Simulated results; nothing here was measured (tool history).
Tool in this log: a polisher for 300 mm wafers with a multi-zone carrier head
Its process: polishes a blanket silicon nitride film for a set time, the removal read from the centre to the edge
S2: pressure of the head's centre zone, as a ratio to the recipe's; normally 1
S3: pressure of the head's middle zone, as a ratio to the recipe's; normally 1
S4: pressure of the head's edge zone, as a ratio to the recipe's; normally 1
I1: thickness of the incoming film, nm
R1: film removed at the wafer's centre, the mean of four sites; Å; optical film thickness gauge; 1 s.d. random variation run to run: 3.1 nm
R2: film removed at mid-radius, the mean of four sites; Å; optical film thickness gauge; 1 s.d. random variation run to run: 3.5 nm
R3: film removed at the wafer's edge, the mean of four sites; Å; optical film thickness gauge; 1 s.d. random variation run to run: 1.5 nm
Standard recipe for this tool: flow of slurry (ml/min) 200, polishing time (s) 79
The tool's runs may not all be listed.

run 1 hour=0 | flow_of_slurry_(ml/min)=135 S2=1 S3=1 S4=1 polishing_time_(s)=79 | I1=853.9 | R1=2292 R2=2238 R3=2241
run 2 hour=25.8 | flow_of_slurry_(ml/min)=200 S2=1 S3=0.94 S4=1 polishing_time_(s)=79 | I1=834.6 | R1=2340 R2=2229 R3=2317
run 3 hour=51.6 | flow_of_slurry_(ml/min)=200 S2=0.88 S3=1 S4=1 polishing_time_(s)=79 | I1=837.5 | R1=2074 R2=2303 R3=2285
run 4 hour=82.6 | flow_of_slurry_(ml/min)=200 S2=1 S3=1.11 S4=1 polishing_time_(s)=99 | I1=847.5 | R1=2882 R2=3134 R3=2878
run 5 hour=113.4 | flow_of_slurry_(ml/min)=200 S2=1 S3=1 S4=1 polishing_time_(s)=79 | I1=850.5 | R1=2348 R2=2237 R3=2292
run 6 hour=142.6 | flow_of_slurry_(ml/min)=200 S2=0.92 S3=0.96 S4=1.07 polishing_time_(s)=68 | I1=851.7 | R1=1876 R2=1882 R3=2046
-- hour=154.1 worn pad replaced by a new one
run 7 hour=169.1 | flow_of_slurry_(ml/min)=175 S2=1 S3=1 S4=1 polishing_time_(s)=79 | I1=835.4 | R1=2381 R2=2338 R3=2387
run 8 hour=195.1 | flow_of_slurry_(ml/min)=200 S2=1 S3=1 S4=1.11 polishing_time_(s)=79 | I1=843.8 | R1=2416 R2=2417 R3=2497
-- hour=207.5 slurry nozzle cleaned
run 9 hour=223.4 | flow_of_slurry_(ml/min)=200 S2=0.91 S3=1 S4=1 polishing_time_(s)=79 | I1=840.9 | R1=2233 R2=2318 R3=2353
run 10 hour=248.6 | flow_of_slurry_(ml/min)=200 S2=1 S3=1 S4=1 polishing_time_(s)=66 | I1=844.9 | R1=1946 R2=1933 R3=1961
run 11 hour=269.8 | flow_of_slurry_(ml/min)=200 S2=1 S3=1.07 S4=1 polishing_time_(s)=68 | I1=836.8 | R1=2008 R2=2141 R3=2005
run 12 hour=293.9 | flow_of_slurry_(ml/min)=155 S2=1 S3=1.09 S4=0.96 polishing_time_(s)=79 | I1=838.7 | R1=2215 R2=2439 R3=2223
run 13 hour=318.5 | flow_of_slurry_(ml/min)=260 S2=1 S3=1.11 S4=1 polishing_time_(s)=79 | I1=837 | R1=2399 R2=2622 R3=2369
-- hour=336.4 edge zone pressure recalibrated
run 14 hour=351.6 | flow_of_slurry_(ml/min)=135 S2=1 S3=1 S4=1 polishing_time_(s)=79 | I1=851.4 | R1=2197 R2=2173 R3=2243
-- hour=385.5 worn pad replaced by a new one
run 15 hour=386.6 | flow_of_slurry_(ml/min)=200 S2=1 S3=1 S4=1.05 polishing_time_(s)=79 | I1=836.6 | R1=2416 R2=2447 R3=2484
run 16 hour=401.9 | flow_of_slurry_(ml/min)=200 S2=1.08 S3=1.09 S4=0.92 polishing_time_(s)=79 | I1=847.6 | R1=2565 R2=2592 R3=2298
run 17 hour=423.3 | flow_of_slurry_(ml/min)=230 S2=1 S3=1.07 S4=0.95 polishing_time_(s)=79 | I1=840.1 | R1=2429 R2=2525 R3=2333
-- hour=428 slurry nozzle cleaned
run 18 hour=446.7 | flow_of_slurry_(ml/min)=200 S2=1.04 S3=1 S4=1 polishing_time_(s)=57 | I1=831.4 | R1=1775 R2=1699 R3=1717
run 19 hour=475.6 | flow_of_slurry_(ml/min)=200 S2=1 S3=1 S4=1 polishing_time_(s)=79 | I1=842.3 | R1=2361 R2=2402 R3=2342
run 20 hour=504.3 | flow_of_slurry_(ml/min)=200 S2=1 S3=1 S4=1 polishing_time_(s)=79 | I1=839.3 | R1=2374 R2=2328 R3=2326
run 21 hour=558.3 | flow_of_slurry_(ml/min)=200 S2=1 S3=0.96 S4=0.89 polishing_time_(s)=79 | I1=838.6 | R1=2351 R2=2264 R3=2189
run 22 hour=580.7 | flow_of_slurry_(ml/min)=200 S2=1 S3=1 S4=1 polishing_time_(s)=79 | I1=841.9 | R1=2370 R2=2270 R3=2295

Consider 4 possible next runs. They are alternatives, not a sequence: every one starts from the tool as it was left by run 22. What does each give?
run A hour=581.2 | flow_of_slurry_(ml/min)=200 S2=1 S3=1 S4=1 polishing_time_(s)=79 | I1=851.4 | R1=? R2=? R3=?
run B hour=581.2 | flow_of_slurry_(ml/min)=200 S2=1.1 S3=1 S4=1 polishing_time_(s)=79 | I1=851.4 | R1=? R2=? R3=?
run C hour=581.2 | flow_of_slurry_(ml/min)=235 S2=0.96 S3=1 S4=1 polishing_time_(s)=86 | I1=851.4 | R1=? R2=? R3=?
run D hour=581.2 | flow_of_slurry_(ml/min)=200 S2=0.89 S3=1 S4=1.06 polishing_time_(s)=79 | I1=851.4 | R1=? R2=? R3=?

run=A R1=2339 R2=2272 R3=2308
run=B R1=2541 R2=2271 R3=2308
run=C R1=2503 R2=2514 R3=2543
run=D R1=2117 R2=2273 R3=2375
With no hidden state in the tool, these same runs would have given:
run=A R1=2462 R2=2392 R3=2429
run=B R1=2675 R2=2391 R3=2429
run=C R1=2635 R2=2647 R3=2677
run=D R1=2228 R2=2393 R3=2500

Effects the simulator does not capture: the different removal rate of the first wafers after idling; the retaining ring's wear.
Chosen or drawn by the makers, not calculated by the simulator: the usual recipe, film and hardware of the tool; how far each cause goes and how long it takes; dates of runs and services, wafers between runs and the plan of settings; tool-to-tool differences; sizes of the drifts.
